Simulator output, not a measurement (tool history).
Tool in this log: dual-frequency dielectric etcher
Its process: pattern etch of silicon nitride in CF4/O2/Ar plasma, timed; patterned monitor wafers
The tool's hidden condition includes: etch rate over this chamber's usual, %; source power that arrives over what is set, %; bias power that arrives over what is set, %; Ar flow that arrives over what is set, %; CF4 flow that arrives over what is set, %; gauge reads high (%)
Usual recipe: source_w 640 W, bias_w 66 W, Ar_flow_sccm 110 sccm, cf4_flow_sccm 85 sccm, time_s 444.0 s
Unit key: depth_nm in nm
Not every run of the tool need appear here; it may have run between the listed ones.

run   hour  source_w  bias_w  Ar_flow_sccm  cf4_flow_sccm  time_s  wafers since the last listed run  hours since the last wet clean  hours since the last source power generator calibration  hours since the last bias power generator calibration  hours since the last Ar flow controller change  hours since the last CF4 flow controller change  hours since the last upper electrode change  hours since the gauge calibration  read-back reference wafer on the same gauge, depth_nm  depth_nm
  1    0.0       640      66           110             85   444.0                                 0                           402.4                                                   1967.8                                                 4294.7                                          3599.5                                           3674.9                                       4791.0                              154.7                                                 1210.0    1162.0
  2   14.2       640      66           110             85   444.0                                60                           416.6                                                   1982.0                                                 4308.9                                          3613.7                                           3689.1                                       4805.2                              168.9                                                 1209.8    1166.9
      51.2  -- upper electrode replaced
      53.9  -- source power generator calibrated
  3   54.4       640      54           110             85   491.0                                57                           456.8                                                      0.5                                                 4349.1                                          3653.9                                           3729.3                                          3.2                              209.1                                                 1210.2    1172.7
  4   54.8       640      54           110             85   491.0                                 1                           457.2                                                      0.9                                                 4349.5                                          3654.3                                           3729.7                                          3.6                              209.5                                                 1210.5    1173.6
  5   57.7       640      66           110             85   444.0                                12                           460.1                                                      3.8                                                 4352.4                                          3657.2                                           3732.6                                          6.5                              212.4                                                 1210.0    1120.9
  6   69.7       640      66           110             85   444.0                                51                           472.1                                                     15.8                                                 4364.4                                          3669.2                                           3744.6                                         18.5                              224.4                                                 1209.4    1117.8
  7   79.1       640      66           110             85   444.0                                40                           481.5                                                     25.2                                                 4373.8                                          3678.6                                           3754.0                                         27.9                              233.8                                                 1210.2    1121.4
  8   90.8       640      66           110             85   444.0                                50                           493.2                                                     36.9                                                 4385.5                                          3690.3                                           3765.7                                         39.6                              245.5                                                 1210.2    1117.9
  9   98.5       640      66           110             85   444.0                                32                           500.9                                                     44.6                                                 4393.2                                          3698.0                                           3773.4                                         47.3                              253.2                                                 1209.5    1120.2
     127.1  -- wet clean of the chamber
 10  127.6       640      66           110             85   444.0                                21                             0.5                                                     73.7                                                 4422.3                                          3727.1                                           3802.5                                         76.4                              282.3                                                 1209.3    1102.3
 11  128.1       640      61           110             85   444.0                                 2                             1.0                                                     74.2                                                 4422.8                                          3727.6                                           3803.0                                         76.9                              282.8                                                 1210.0    1077.8
 12  137.6       640      57           122             85   495.0                                40                            10.5                                                     83.7                                                 4432.3                                          3737.1                                           3812.5                                         86.4                              292.3                                                 1210.5    1158.2
     149.1  -- Ar flow controller replaced
 13  149.6       640      66           110             85   444.0                                25                            22.5                                                     95.7                                                 4444.3                                             0.5                                           3824.5                                         98.4                              304.3                                                 1210.0    1104.8
     160.0  -- bias power generator calibrated
 14  160.5       640      66           110             68   444.0                                29                            33.4                                                    106.6                                                    0.5                                            11.4                                           3835.4                                        109.3                              315.2                                                 1209.5    1072.4
 15  168.3       730      66           110             85   444.0                                33                            41.2                                                    114.4                                                    8.3                                            19.2                                           3843.2                                        117.1                              323.0                                                 1210.0    1266.7
     174.8  -- CF4 flow controller replaced
 16  178.0       640      58           110             85   444.0                                15                            50.9                                                    124.1                                                   18.0                                            28.9                                              3.2                                        126.8                              332.7                                                 1210.3    1068.3
     180.0  -- gauge calibrated
 17  188.7       640      66           110             85   444.0                                45                            61.6                                                    134.8                                                   28.7                                            39.6                                             13.9                                        137.5                                8.7                                                 1209.8    1106.9
 18  206.0       640      66           110             85   542.0                                74                            78.9                                                    152.1                                                   46.0                                            56.9                                             31.2                                        154.8                               26.0                                                 1209.9    1347.0
 19  223.1       640      66           110             68   444.0                                73                            96.0                                                    169.2                                                   63.1                                            74.0                                             48.3                                        171.9                               43.1                                                 1211.1    1076.7
 20  233.4       640      66           110             85   444.0                                44                           106.3                                                    179.5                                                   73.4                                            84.3                                             58.6                                        182.2                               53.4                                                 1210.0    1108.4
 21  239.9       720      66           110             78   444.0                                27                           112.8                                                    186.0                                                   79.9                                            90.8                                             65.1                                        188.7                               59.9                                                 1210.5    1238.3

Below are 4 alternative next runs, each starting from the tool's condition after run 21. Predict each:
  A  240.4       640      66           110             85   444.0                                 2                           113.3                                                    186.5                                                   80.4                                            91.3                                             65.6                                        189.2                               60.4                                                      ?         ?
  B  240.4       640      66           128             85   331.5                                 2                           113.3                                                    186.5                                                   80.4                                            91.3                                             65.6                                        189.2                               60.4                                                      ?         ?
  C  240.4       640      66           110             70   444.0                                 2                           113.3                                                    186.5                                                   80.4                                            91.3                                             65.6                                        189.2                               60.4                                                      ?         ?
  D  240.4       640      66           126             85   444.0                                 2                           113.3                                                    186.5                                                   80.4                                            91.3                                             65.6                                        189.2                               60.4                                                      ?         ?

run  read-back reference wafer on the same gauge, depth_nm  depth_nm
  A                                                 1209.4    1110.2
  B                                                 1209.4     804.6
  C                                                 1209.4    1083.6
  D                                                 1209.4    1081.0
Stripped of hidden state, with their random variation kept, the same runs would have yielded:
run  depth_nm
  A    1107.7
  B     802.8
  C    1081.1
  D    1078.5
